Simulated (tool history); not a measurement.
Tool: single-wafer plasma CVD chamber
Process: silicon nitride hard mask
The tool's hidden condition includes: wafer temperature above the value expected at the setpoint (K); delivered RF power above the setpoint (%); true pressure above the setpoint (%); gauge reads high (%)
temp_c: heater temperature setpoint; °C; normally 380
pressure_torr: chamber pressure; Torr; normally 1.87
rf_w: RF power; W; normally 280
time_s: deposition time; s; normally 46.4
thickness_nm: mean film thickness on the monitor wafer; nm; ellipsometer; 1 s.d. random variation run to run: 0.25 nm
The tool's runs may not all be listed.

run,hour,temp_c,pressure_torr,rf_w,time_s,wafers since the last listed run,hours since the last thermocouple change,hours since the last RF generator calibration,hours since the last manometer calibration,hours since the showerhead was replaced,hours since the gauge calibration,"read-back reference wafer on the same gauge, thickness_nm",thickness_nm
1,0.0,372,1.87,280,52.5,0,1142.2,2138.2,1713.7,456.1,1963.6,48.175,61.324
2,39.6,380,1.87,280,46.4,728,1181.8,2177.8,1753.3,495.7,2003.2,48.195,54.261
3,94.9,380,1.87,280,46.4,1016,1237.1,2233.1,1808.6,551.0,2058.5,48.177,53.244
4,184.4,380,1.87,280,46.4,1645,1326.6,2322.6,1898.1,640.5,2148.0,48.161,53.090
5,231.2,390,1.48,230,46.4,860,1373.4,2369.4,1944.9,687.3,2194.8,48.224,43.287
# hour 246.2: RF generator calibrated
6,271.0,380,1.87,330,46.4,584,1413.2,24.8,1984.7,727.1,2234.6,48.242,62.290
7,314.8,394,1.87,295,46.4,805,1457.0,68.6,2028.5,770.9,2278.4,48.230,57.901
# hour 467.5: thermocouple changed; heater temperature recalibrated
8,533.7,380,1.87,280,46.4,3878,66.2,287.5,2247.4,989.8,2497.3,48.112,55.716
9,632.1,380,2.10,280,37.7,1809,164.6,385.9,2345.8,1088.2,2595.7,48.151,46.773
10,730.9,372,1.87,240,46.4,1816,263.4,484.7,2444.6,1187.0,2694.5,48.171,50.455
11,804.9,380,2.10,280,38.1,1360,337.4,558.7,2518.6,1261.0,2768.5,48.146,47.343
# hour 864.2: capacitance manometer re-zeroed and calibrated
12,884.1,380,1.87,280,46.4,1309,416.6,637.9,19.9,1340.2,2847.7,48.265,56.180
13,997.2,380,1.87,315,46.4,2079,529.7,751.0,133.0,1453.3,2960.8,48.130,60.292
# hour 1001.6: gauge calibrated
14,1091.7,380,1.87,280,46.4,1737,624.2,845.5,227.5,1547.8,90.1,48.181,55.524
15,1168.9,369,1.87,280,46.4,1419,701.4,922.7,304.7,1625.0,167.3,48.189,55.777
16,1254.0,380,1.87,280,46.4,1564,786.5,1007.8,389.8,1710.1,252.4,48.217,55.866
17,1293.1,380,1.87,280,46.4,719,825.6,1046.9,428.9,1749.2,291.5,48.167,55.408
18,1360.0,380,1.87,280,50.9,1230,892.5,1113.8,495.8,1816.1,358.4,48.211,60.813
19,1465.9,371,1.87,245,42.3,1947,998.4,1219.7,601.7,1922.0,464.3,48.211,45.852
20,1506.7,388,1.42,265,46.4,750,1039.2,1260.5,642.5,1962.8,505.1,48.171,49.383
21,1592.1,380,1.87,280,46.4,1570,1124.6,1345.9,727.9,2048.2,590.5,48.119,55.548
22,1637.6,380,1.87,280,50.9,836,1170.1,1391.4,773.4,2093.7,636.0,48.171,60.722
23,1953.6,388,1.87,280,46.4,5810,1486.1,1707.4,1089.4,2409.7,952.0,48.218,54.325
24,2036.4,391,1.61,280,46.4,1522,1568.9,1790.2,1172.2,2492.5,1034.8,48.127,51.853
25,2078.3,380,1.87,250,46.4,770,1610.8,1832.1,1214.1,2534.4,1076.7,48.224,50.168
# hour 2111.8: thermocouple changed; heater temperature recalibrated
26,2152.5,380,1.54,300,40.5,1217,40.7,1906.3,1288.3,2608.6,1150.9,48.239,47.069
27,2251.4,366,2.03,310,39.5,1818,139.6,2005.2,1387.2,2707.5,1249.8,48.222,50.800

Pick out some run-to-run changes in thickness_nm. Of each, how much would a tool without hidden state show as well, from the settings, what came in and chance, and how much is left for the hidden state and any gauge scatter not in both results compared?
Run 5 -> 6: temp_c 390 -> 380, pressure_torr 1.48 -> 1.87, rf_w 230 -> 330, RF generator calibrated. thickness_nm +19.003 nm: hidden state +2.438, all else +16.565.
Run 18 -> 19: temp_c 380 -> 371, rf_w 280 -> 245, time_s 50.9 -> 42.3. thickness_nm -14.961 nm: hidden state +0.050, all else -15.011.
Run 22 -> 23: temp_c 380 -> 388, time_s 50.9 -> 46.4. thickness_nm -6.397 nm: hidden state -0.391, all else -6.006.
